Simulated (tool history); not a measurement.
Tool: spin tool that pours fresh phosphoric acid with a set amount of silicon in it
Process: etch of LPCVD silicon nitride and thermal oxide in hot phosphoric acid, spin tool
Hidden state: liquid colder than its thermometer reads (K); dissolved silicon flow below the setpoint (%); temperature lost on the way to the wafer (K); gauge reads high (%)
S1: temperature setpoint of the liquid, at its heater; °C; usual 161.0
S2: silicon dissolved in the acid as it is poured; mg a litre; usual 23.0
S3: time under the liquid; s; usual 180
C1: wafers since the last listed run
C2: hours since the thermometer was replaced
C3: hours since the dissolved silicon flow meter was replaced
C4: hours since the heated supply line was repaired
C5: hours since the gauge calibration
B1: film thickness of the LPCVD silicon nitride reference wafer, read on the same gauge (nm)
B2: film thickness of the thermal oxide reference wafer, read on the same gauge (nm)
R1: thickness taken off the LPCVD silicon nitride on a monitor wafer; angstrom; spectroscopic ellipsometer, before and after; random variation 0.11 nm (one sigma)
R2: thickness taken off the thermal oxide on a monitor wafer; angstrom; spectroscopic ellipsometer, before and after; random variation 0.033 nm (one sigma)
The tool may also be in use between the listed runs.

Run 1, hour 0.0: usual settings but S1 162.5 °C, S2 11.5 mg a litre; C1 0; C2 537.5; C3 60.2; C4 3.4; C5 1759.9; B1 110.00; B2 90.037. Result: R1 148.4 angstrom, R2 4.92 angstrom.
Run 2, hour 85.6: usual settings; C1 752; C2 623.1; C3 145.8; C4 89.0; C5 1845.5; B1 110.00; B2 89.998. Result: R1 138.0 angstrom, R2 2.67 angstrom.
Run 3, hour 140.3: usual settings; C1 481; C2 677.8; C3 200.5; C4 143.7; C5 1900.2; B1 110.01; B2 90.012. Result: R1 137.1 angstrom, R2 2.53 angstrom.
Run 4, hour 181.1: usual settings; C1 358; C2 718.6; C3 241.3; C4 184.5; C5 1941.0; B1 109.98; B2 90.011. Result: R1 138.3 angstrom, R2 2.81 angstrom.
Run 5, hour 266.1: usual settings but S3 215 s; C1 747; C2 803.6; C3 326.3; C4 269.5; C5 2026.0; B1 110.01; B2 89.995. Result: R1 164.0 angstrom, R2 3.47 angstrom.
Run 6, hour 556.7: usual settings but S3 215 s; C1 2555; C2 1094.2; C3 616.9; C4 560.1; C5 2316.6; B1 109.97; B2 89.994. Result: R1 160.4 angstrom, R2 2.97 angstrom.
Run 7, hour 641.4: usual settings but S2 8.0 mg a litre; C1 744; C2 1178.9; C3 701.6; C4 644.8; C5 2401.3; B1 110.01; B2 89.984. Result: R1 134.6 angstrom, R2 4.40 angstrom.
Run 8, hour 691.9: usual settings but S1 158.0 °C, S3 150 s; C1 444; C2 1229.4; C3 752.1; C4 695.3; C5 2451.8; B1 110.01; B2 90.010. Result: R1 101.0 angstrom, R2 1.86 angstrom.
Run 9, hour 771.0: usual settings but S1 158.5 °C, S2 34.5 mg a litre, S3 80 s; C1 695; C2 1308.5; C3 831.2; C4 774.4; C5 2530.9; B1 109.98; B2 89.997. Result: R1 54.3 angstrom, R2 0.70 angstrom.
Run 10, hour 873.8: usual settings but S1 163.5 °C, S2 16.0 mg a litre, S3 125 s; C1 904; C2 1411.3; C3 934.0; C4 877.2; C5 2633.7; B1 110.01; B2 89.987. Result: R1 99.9 angstrom, R2 2.35 angstrom.
At hour 900.8: gauge calibrated.
Run 11, hour 918.4: usual settings; C1 392; C2 1455.9; C3 978.6; C4 921.8; C5 17.6; B1 110.00; B2 89.992. Result: R1 132.5 angstrom, R2 3.00 angstrom.
At hour 932.0: dissolved silicon flow meter replaced.
Run 12, hour 998.2: usual settings but S2 6.0 mg a litre, S3 260 s; C1 692; C2 1535.7; C3 66.2; C4 1001.6; C5 97.4; B1 110.00; B2 90.026. Result: R1 187.3 angstrom, R2 5.49 angstrom.
At hour 1064.3: thermometer replaced.
Run 13, hour 1091.9: usual settings but S1 160.0 °C, S2 39.5 mg a litre; C1 815; C2 27.6; C3 159.9; C4 1095.3; C5 191.1; B1 109.99; B2 89.994. Result: R1 131.8 angstrom, R2 1.10 angstrom.
Run 14, hour 1159.9: usual settings but S1 158.5 °C, S2 39.5 mg a litre, S3 250 s; C1 598; C2 95.6; C3 227.9; C4 1163.3; C5 259.1; B1 110.02; B2 89.995. Result: R1 173.5 angstrom, R2 1.32 angstrom.
Run 15, hour 1210.5: usual settings but S1 158.5 °C, S2 29.0 mg a litre, S3 250 s; C1 444; C2 146.2; C3 278.5; C4 1213.9; C5 309.7; B1 110.00; B2 90.005. Result: R1 173.2 angstrom, R2 2.62 angstrom.
Run 16, hour 1276.9: usual settings but S2 6.0 mg a litre, S3 275 s; C1 583; C2 212.6; C3 344.9; C4 1280.3; C5 376.1; B1 110.00; B2 90.006. Result: R1 203.7 angstrom, R2 6.29 angstrom.
Run 17, hour 1319.1: usual settings but S3 250 s; C1 371; C2 254.8; C3 387.1; C4 1322.5; C5 418.3; B1 109.98; B2 89.999. Result: R1 187.8 angstrom, R2 3.11 angstrom.
Run 18, hour 1579.9: usual settings; C1 2293; C2 515.6; C3 647.9; C4 1583.3; C5 679.1; B1 110.01; B2 90.005. Result: R1 131.8 angstrom, R2 2.45 angstrom.
Run 19, hour 1663.6: usual settings but S1 159.0 °C, S2 8.0 mg a litre, S3 85 s; C1 736; C2 599.3; C3 731.6; C4 1667.0; C5 762.8; B1 110.04; B2 90.004. Result: R1 58.1 angstrom, R2 1.41 angstrom.
Run 20, hour 1729.7: usual settings; C1 581; C2 665.4; C3 797.7; C4 1733.1; C5 828.9; B1 110.01; B2 90.004. Result: R1 129.2 angstrom, R2 2.45 angstrom.
Run 21, hour 1810.8: usual settings; C1 713; C2 746.5; C3 878.8; C4 1814.2; C5 910.0; B1 110.00; B2 90.017. Result: R1 130.8 angstrom, R2 3.04 angstrom.

Forecast each of these 5 alternatives for the next run:
Run A, hour 1811.3: usual settings but S1 158.0 °C; C1 4; C2 747.0; C3 879.3; C4 1814.7; C5 910.5; B1 ?; B2 ?. Result: R1 ?, R2 ?.
Run B, hour 1811.3: usual settings but S2 13.0 mg a litre, S3 85 s; C1 4; C2 747.0; C3 879.3; C4 1814.7; C5 910.5; B1 ?; B2 ?. Result: R1 ?, R2 ?.
Run C, hour 1811.3: usual settings but S2 16.5 mg a litre; C1 4; C2 747.0; C3 879.3; C4 1814.7; C5 910.5; B1 ?; B2 ?. Result: R1 ?, R2 ?.
Run D, hour 1811.3: usual settings but S1 160.0 °C, S2 28.5 mg a litre, S3 280 s; C1 4; C2 747.0; C3 879.3; C4 1814.7; C5 910.5; B1 ?; B2 ?. Result: R1 ?, R2 ?.
Run E, hour 1811.3: usual settings but S2 29.5 mg a litre; C1 4; C2 747.0; C3 879.3; C4 1814.7; C5 910.5; B1 ?; B2 ?. Result: R1 ?, R2 ?.

run      B1      B2     R1    R2
  A  110.02  89.997  117.3  2.19
  B  110.02  89.997   61.3  1.70
  C  110.02  89.997  129.9  3.31
  D  110.02  89.997  195.3  3.28
  E  110.02  89.997  129.9  2.19
Without the tool's hidden state the same runs would have given:
run     R1    R2
  A  130.1  2.76
  B   68.0  2.14
  C  144.0  4.15
  D  216.5  4.12
  E  144.0  2.75
